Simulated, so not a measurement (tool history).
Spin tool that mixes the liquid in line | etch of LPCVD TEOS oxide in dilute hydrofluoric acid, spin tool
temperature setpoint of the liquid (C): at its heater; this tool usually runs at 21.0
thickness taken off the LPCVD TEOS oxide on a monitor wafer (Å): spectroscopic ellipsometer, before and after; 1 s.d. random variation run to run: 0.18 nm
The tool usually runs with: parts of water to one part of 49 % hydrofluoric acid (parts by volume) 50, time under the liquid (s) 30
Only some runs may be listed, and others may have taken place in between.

| run | hour | temperature setpoint of the liquid (C) | parts of water to one part of 49 % hydrofluoric acid (parts by volume) | time under the liquid (s) | wafers since the last listed run | hours since the thermometer was replaced | hours since the hydrofluoric acid flow meter was replaced | hours since the gauge calibration | read-back film thickness of the LPCVD TEOS oxide reference wafer, read on the same gauge (nm) | thickness taken off the LPCVD TEOS oxide on a monitor wafer (Å) |
|---|---|---|---|---|---|---|---|---|---|---|
| 1 | 0.0 | 21.0 | 50 | 30 | 0 | 841.4 | 290.6 | 428.2 | 150.00 | 195.7 |
| 2 | 75.0 | 17.5 | 50 | 30 | 1432 | 916.4 | 365.6 | 503.2 | 149.99 | 167.1 |
|  | 97.9 | gauge calibrated |
| 3 | 99.8 | 21.0 | 60 | 30 | 473 | 941.2 | 390.4 | 1.9 | 150.01 | 164.4 |
| 4 | 135.4 | 21.0 | 60 | 30 | 680 | 976.8 | 426.0 | 37.5 | 150.01 | 160.4 |
| 5 | 158.9 | 21.0 | 50 | 30 | 448 | 1000.3 | 449.5 | 61.0 | 149.97 | 194.8 |
| 6 | 189.7 | 21.0 | 50 | 30 | 588 | 1031.1 | 480.3 | 91.8 | 150.00 | 194.2 |
| 7 | 218.6 | 21.0 | 50 | 30 | 552 | 1060.0 | 509.2 | 120.7 | 150.01 | 190.1 |
| 8 | 243.3 | 21.0 | 50 | 30 | 471 | 1084.7 | 533.9 | 145.4 | 150.01 | 195.7 |
| 9 | 273.1 | 22.5 | 50 | 30 | 569 | 1114.5 | 563.7 | 175.2 | 149.95 | 206.7 |
| 10 | 306.6 | 21.0 | 40 | 30 | 640 | 1148.0 | 597.2 | 208.7 | 150.01 | 245.1 |
| 11 | 342.4 | 21.0 | 40 | 30 | 684 | 1183.8 | 633.0 | 244.5 | 149.99 | 239.6 |
| 12 | 368.7 | 21.0 | 50 | 30 | 502 | 1210.1 | 659.3 | 270.8 | 149.97 | 190.4 |
| 13 | 402.2 | 21.0 | 50 | 30 | 640 | 1243.6 | 692.8 | 304.3 | 150.01 | 189.8 |
| 14 | 433.5 | 21.0 | 50 | 30 | 598 | 1274.9 | 724.1 | 335.6 | 150.02 | 189.0 |
| 15 | 456.5 | 21.0 | 50 | 30 | 439 | 1297.9 | 747.1 | 358.6 | 150.02 | 185.7 |
|  | 458.5 | thermometer replaced |
| 16 | 481.6 | 17.0 | 50 | 30 | 460 | 23.1 | 772.2 | 383.7 | 150.02 | 166.2 |
| 17 | 501.2 | 24.5 | 60 | 15 | 374 | 42.7 | 791.8 | 403.3 | 149.98 | 94.3 |
| 18 | 528.3 | 21.0 | 50 | 30 | 517 | 69.8 | 818.9 | 430.4 | 149.95 | 197.5 |
| 19 | 545.3 | 21.0 | 75 | 30 | 324 | 86.8 | 835.9 | 447.4 | 150.02 | 127.2 |
|  | 555.4 | gauge calibrated |
| 20 | 562.3 | 21.0 | 50 | 45 | 324 | 103.8 | 852.9 | 6.9 | 149.98 | 292.0 |
| 21 | 576.5 | 23.0 | 70 | 15 | 271 | 118.0 | 867.1 | 21.1 | 149.99 | 73.8 |
| 22 | 596.9 | 21.0 | 50 | 30 | 389 | 138.4 | 887.5 | 41.5 | 149.99 | 195.1 |
|  | 605.0 | hydrofluoric acid flow meter replaced |
| 23 | 610.0 | 21.0 | 70 | 30 | 231 | 151.5 | 5.0 | 54.6 | 149.97 | 147.6 |
| 24 | 628.6 | 25.5 | 50 | 30 | 355 | 170.1 | 23.6 | 73.2 | 150.00 | 250.1 |
| 25 | 643.6 | 21.0 | 50 | 40 | 286 | 185.1 | 38.6 | 88.2 | 150.05 | 277.9 |
| 26 | 657.6 | 21.0 | 50 | 30 | 267 | 199.1 | 52.6 | 102.2 | 149.96 | 208.0 |
| 27 | 679.2 | 21.0 | 50 | 30 | 412 | 220.7 | 74.2 | 123.8 | 149.98 | 207.5 |
| 28 | 711.7 | 21.0 | 25 | 30 | 620 | 253.2 | 106.7 | 156.3 | 150.01 | 426.0 |
| 29 | 743.8 | 21.0 | 50 | 30 | 613 | 285.3 | 138.8 | 188.4 | 149.99 | 205.6 |
| 30 | 756.4 | 21.0 | 50 | 30 | 240 | 297.9 | 151.4 | 201.0 | 150.01 | 206.7 |
| 31 | 771.6 | 21.0 | 50 | 30 | 290 | 313.1 | 166.6 | 216.2 | 149.98 | 207.2 |
| 32 | 796.6 | 25.0 | 30 | 15 | 477 | 338.1 | 191.6 | 241.2 | 149.99 | 208.6 |
| 33 | 828.2 | 19.5 | 60 | 15 | 603 | 369.7 | 223.2 | 272.8 | 149.99 | 78.3 |

Predict each of these 4 candidate next runs independently; none follows another, all start after run 33:
| A | 828.6 | 21.0 | 50 | 30 | 7 | 370.1 | 223.6 | 273.2 | ? | ? |
| B | 828.6 | 17.0 | 65 | 50 | 7 | 370.1 | 223.6 | 273.2 | ? | ? |
| C | 828.6 | 24.0 | 70 | 45 | 7 | 370.1 | 223.6 | 273.2 | ? | ? |
| D | 828.6 | 21.0 | 50 | 50 | 7 | 370.1 | 223.6 | 273.2 | ? | ? |

| run | read-back film thickness of the LPCVD TEOS oxide reference wafer, read on the same gauge (nm) | thickness taken off the LPCVD TEOS oxide on a monitor wafer (Å) |
|---|---|---|
| A | 150.03 | 201.7 |
| B | 150.03 | 214.2 |
| C | 150.03 | 238.6 |
| D | 150.03 | 336.1 |
With the hidden condition removed and each run's random variation left untouched, the same runs would have given:
| run | thickness taken off the LPCVD TEOS oxide on a monitor wafer (Å) |
|---|---|
| A | 209.5 |
| B | 222.6 |
| C | 247.8 |
| D | 349.2 |

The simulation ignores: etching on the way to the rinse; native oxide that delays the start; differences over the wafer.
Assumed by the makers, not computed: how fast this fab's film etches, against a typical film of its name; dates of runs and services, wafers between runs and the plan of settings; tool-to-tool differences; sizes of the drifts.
